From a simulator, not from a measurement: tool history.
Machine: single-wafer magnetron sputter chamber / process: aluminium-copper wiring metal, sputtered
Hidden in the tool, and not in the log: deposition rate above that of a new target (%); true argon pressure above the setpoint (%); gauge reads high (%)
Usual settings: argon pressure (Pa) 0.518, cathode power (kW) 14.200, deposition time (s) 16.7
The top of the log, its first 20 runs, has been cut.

| run | hour | argon pressure (Pa) | cathode power (kW) | deposition time (s) | wafers since the last listed run | wafers on the sputter target | hours since the last manometer calibration | hours since the magnet pack was replaced | hours since the gauge calibration | read-back reference wafer on the same gauge, thickness_nm | mean film thickness on the monitor wafer (Å) |
|---|---|---|---|---|---|---|---|---|---|---|---|
| 21 | 231.6 | 0.518 | 15.900 | 16.7 | 135 | 1770 | 39.1 | 6082.2 | 26.7 | 425.136 | 4148.37 |
| 22 | 241.9 | 0.311 | 16.400 | 19.6 | 196 | 1967 | 49.4 | 6092.5 | 37.0 | 424.821 | 5594.07 |
| 23 | 257.8 | 0.660 | 14.200 | 14.3 | 303 | 2270 | 65.3 | 6108.4 | 52.9 | 425.093 | 2948.19 |
| 24 | 268.9 | 0.518 | 16.500 | 16.7 | 211 | 2482 | 76.4 | 6119.5 | 64.0 | 425.180 | 4293.52 |
| 25 | 276.0 | 0.518 | 14.200 | 16.7 | 135 | 2618 | 83.5 | 6126.6 | 71.1 | 424.989 | 3666.96 |
| 26 | 322.0 | 0.518 | 14.200 | 16.7 | 877 | 3496 | 129.5 | 6172.6 | 117.1 | 425.033 | 3672.65 |
|  | 339.8 | magnet pack replaced |
| 27 | 340.3 | 0.435 | 16.400 | 13.6 | 196 | 3692 | 147.8 | 0.5 | 135.4 | 424.966 | 3608.05 |
| 28 | 343.5 | 0.616 | 11.600 | 19.7 | 61 | 3753 | 151.0 | 3.7 | 138.6 | 425.014 | 3359.38 |
| 29 | 349.7 | 0.682 | 15.600 | 14.5 | 118 | 3872 | 157.2 | 9.9 | 144.8 | 425.200 | 3218.12 |
|  | 367.7 | sputter target and shields replaced |
| 30 | 368.2 | 0.518 | 14.200 | 14.0 | 200 | 9 | 175.7 | 28.4 | 163.3 | 425.090 | 3117.76 |
| 31 | 381.3 | 0.576 | 12.650 | 19.0 | 249 | 259 | 188.8 | 41.5 | 176.4 | 424.910 | 3677.65 |
| 32 | 390.0 | 0.518 | 14.200 | 16.7 | 166 | 425 | 197.5 | 50.2 | 185.1 | 425.344 | 3743.10 |
| 33 | 403.9 | 0.518 | 14.200 | 16.7 | 265 | 691 | 211.4 | 64.1 | 199.0 | 424.784 | 3688.12 |
| 34 | 417.8 | 0.518 | 14.200 | 14.4 | 265 | 956 | 225.3 | 78.0 | 212.9 | 424.723 | 3226.80 |
| 35 | 432.7 | 0.518 | 14.200 | 13.4 | 284 | 1240 | 240.2 | 92.9 | 227.8 | 424.657 | 2977.78 |

Predict each of these 4 candidate next runs independently; none follows another, all start after run 35:
| A | 433.1 | 0.466 | 14.200 | 16.7 | 7 | 1248 | 240.6 | 93.3 | 228.2 | ? | ? |
| B | 433.1 | 0.643 | 16.050 | 16.7 | 7 | 1248 | 240.6 | 93.3 | 228.2 | ? | ? |
| C | 433.1 | 0.661 | 14.200 | 16.7 | 7 | 1248 | 240.6 | 93.3 | 228.2 | ? | ? |
| D | 433.1 | 0.360 | 11.400 | 18.8 | 7 | 1248 | 240.6 | 93.3 | 228.2 | ? | ? |

| run | read-back reference wafer on the same gauge, thickness_nm | mean film thickness on the monitor wafer (Å) |
|---|---|---|
| A | 425.221 | 3809.42 |
| B | 425.221 | 3945.61 |
| C | 425.221 | 3460.55 |
| D | 425.221 | 3633.13 |
Had the tool no hidden state, the same runs would have come out as:
| run | mean film thickness on the monitor wafer (Å) |
|---|---|
| A | 3841.46 |
| B | 3978.79 |
| C | 3489.65 |
| D | 3663.69 |
